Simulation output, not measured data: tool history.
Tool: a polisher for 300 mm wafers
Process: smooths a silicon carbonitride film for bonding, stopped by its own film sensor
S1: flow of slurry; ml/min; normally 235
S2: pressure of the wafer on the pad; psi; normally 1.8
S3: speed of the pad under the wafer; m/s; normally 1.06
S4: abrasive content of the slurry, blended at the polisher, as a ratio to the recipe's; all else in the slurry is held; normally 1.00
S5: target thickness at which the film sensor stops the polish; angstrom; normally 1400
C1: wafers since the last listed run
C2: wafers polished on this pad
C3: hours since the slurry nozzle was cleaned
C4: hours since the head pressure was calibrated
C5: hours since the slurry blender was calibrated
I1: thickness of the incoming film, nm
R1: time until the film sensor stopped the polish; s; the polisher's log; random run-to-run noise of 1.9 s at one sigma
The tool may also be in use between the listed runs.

Run 1, day 0.000: usual settings; C1 0; C2 449; C3 598.3; C4 1121.7; C5 210.4; I1 161.7. Result: R1 118.1 s.
Run 2, day 0.633: usual settings; C1 152; C2 601; C3 613.5; C4 1136.9; C5 225.6; I1 161.0. Result: R1 113.4 s.
Run 3, day 0.971: usual settings but S2 1.5 psi; C1 81; C2 683; C3 621.6; C4 1145.0; C5 233.7; I1 157.6. Result: R1 107.3 s.
Run 4, day 1.471: usual settings; C1 120; C2 803; C3 633.6; C4 1157.0; C5 245.7; I1 159.5. Result: R1 110.6 s.
Run 5, day 1.967: usual settings but S1 215 ml/min; C1 119; C2 922; C3 645.5; C4 1168.9; C5 257.6; I1 159.2. Result: R1 111.7 s.
At day 2.404: worn pad replaced by a new one.
Run 6, day 2.425: usual settings but S1 215 ml/min; C1 70; C2 4; C3 656.5; C4 1179.9; C5 268.6; I1 161.4. Result: R1 121.0 s.
Run 7, day 3.075: usual settings but S1 215 ml/min; C1 156; C2 160; C3 672.1; C4 1195.5; C5 284.2; I1 161.7. Result: R1 126.1 s.
Run 8, day 3.658: usual settings but S4 1.15; C1 140; C2 300; C3 686.1; C4 1209.5; C5 298.2; I1 162.0. Result: R1 122.8 s.
Run 9, day 4.396: usual settings but S4 1.15; C1 177; C2 478; C3 703.8; C4 1227.2; C5 315.9; I1 158.0. Result: R1 100.2 s.
Run 10, day 4.712: usual settings but S1 205 ml/min; C1 76; C2 554; C3 711.4; C4 1234.8; C5 323.5; I1 161.2. Result: R1 127.3 s.
At day 5.188: slurry nozzle cleaned.
Run 11, day 5.246: usual settings; C1 118; C2 672; C3 1.4; C4 1247.6; C5 336.3; I1 159.4. Result: R1 118.3 s.
Run 12, day 5.704: usual settings; C1 110; C2 782; C3 12.4; C4 1258.6; C5 347.3; I1 161.7. Result: R1 133.2 s.
Run 13, day 6.025: usual settings but S1 205 ml/min, S2 2.0 psi, S3 1.20 m/s; C1 77; C2 859; C3 20.1; C4 1266.3; C5 355.0; I1 161.2. Result: R1 116.6 s.
Run 14, day 6.458: usual settings but S2 1.4 psi, S4 1.20, S5 1350 angstrom; C1 104; C2 963; C3 30.5; C4 1276.7; C5 365.4; I1 160.2. Result: R1 164.6 s.
At day 6.683: worn pad replaced by a new one.
Run 15, day 7.192: usual settings but S1 285 ml/min, S2 1.6 psi, S5 1430 angstrom; C1 136; C2 122; C3 48.1; C4 1294.3; C5 383.0; I1 161.6. Result: R1 132.0 s.
Run 16, day 7.679: usual settings but S1 270 ml/min, S3 1.32 m/s, S4 1.15, S5 1460 angstrom; C1 117; C2 239; C3 59.8; C4 1306.0; C5 394.7; I1 162.1. Result: R1 81.9 s.
Run 17, day 8.312: usual settings but S2 2.2 psi; C1 152; C2 391; C3 75.0; C4 1321.2; C5 409.9; I1 163.1. Result: R1 148.3 s.
At day 8.779: slurry blender recalibrated.
Run 18, day 8.946: usual settings but S2 1.3 psi, S5 1460 angstrom; C1 132; C2 523; C3 90.2; C4 1336.4; C5 4.0; I1 160.2. Result: R1 87.2 s.
At day 9.067: head pressure recalibrated.
Run 19, day 9.475: usual settings; C1 107; C2 630; C3 102.9; C4 9.8; C5 16.7; I1 157.4. Result: R1 90.4 s.
Run 20, day 10.142: usual settings but S1 195 ml/min, S2 1.4 psi, S3 1.28 m/s, S4 1.25; C1 160; C2 790; C3 118.9; C4 25.8; C5 32.7; I1 163.1. Result: R1 107.1 s.
Run 21, day 10.658: usual settings but S1 155 ml/min, S2 2.3 psi, S4 1.30; C1 124; C2 914; C3 131.3; C4 38.2; C5 45.1; I1 157.7. Result: R1 72.0 s.
Run 22, day 10.979: usual settings but S4 1.25, S5 1450 angstrom; C1 77; C2 991; C3 139.0; C4 45.9; C5 52.8; I1 159.9. Result: R1 68.7 s.
At day 11.212: worn pad replaced by a new one.
Run 23, day 11.329: usual settings but S2 2.3 psi, S4 1.15, S5 1440 angstrom; C1 44; C2 28; C3 147.4; C4 54.3; C5 61.2; I1 159.5. Result: R1 62.0 s.
Run 24, day 11.596: usual settings; C1 64; C2 92; C3 153.8; C4 60.7; C5 67.6; I1 158.0. Result: R1 93.3 s.
Run 25, day 11.958: usual settings but S2 2.4 psi, S4 1.20; C1 87; C2 179; C3 162.5; C4 69.4; C5 76.3; I1 161.8. Result: R1 85.3 s.
Run 26, day 12.229: usual settings but S1 200 ml/min, S4 0.90, S5 1340 angstrom; C1 65; C2 244; C3 169.0; C4 75.9; C5 82.8; I1 158.6. Result: R1 138.2 s.
Run 27, day 12.683: usual settings but S4 0.80; C1 109; C2 353; C3 179.9; C4 86.8; C5 93.7; I1 157.5. Result: R1 102.3 s.
Run 28, day 13.067: usual settings but S2 2.3 psi, S3 1.26 m/s; C1 92; C2 445; C3 189.1; C4 96.0; C5 102.9; I1 159.2. Result: R1 73.7 s.
Run 29, day 13.417: usual settings but S2 1.4 psi, S3 1.42 m/s; C1 84; C2 529; C3 197.5; C4 104.4; C5 111.3; I1 160.0. Result: R1 97.7 s.
Run 30, day 13.938: usual settings; C1 125; C2 654; C3 210.0; C4 116.9; C5 123.8; I1 159.1. Result: R1 100.8 s.

4 ways to go on from here, each from the tool as it stands after run 30. What would each give?
Run A, day 13.954: usual settings; C1 4; C2 658; C3 210.4; C4 117.3; C5 124.2; I1 160.7. Result: R1 ?.
Run B, day 13.954: usual settings but S2 1.2 psi, S5 1420 angstrom; C1 4; C2 658; C3 210.4; C4 117.3; C5 124.2; I1 160.7. Result: R1 ?.
Run C, day 13.954: usual settings but S1 185 ml/min, S2 2.1 psi, S4 1.25; C1 4; C2 658; C3 210.4; C4 117.3; C5 124.2; I1 160.7. Result: R1 ?.
Run D, day 13.954: usual settings but S5 1430 angstrom; C1 4; C2 658; C3 210.4; C4 117.3; C5 124.2; I1 160.7. Result: R1 ?.

run     R1
  A  111.1
  B  125.5
  C   92.2
  D   95.0
Without the tool's unlogged condition, the same runs would have read:
run     R1
  A  106.9
  B  120.7
  C   89.2
  D   91.4
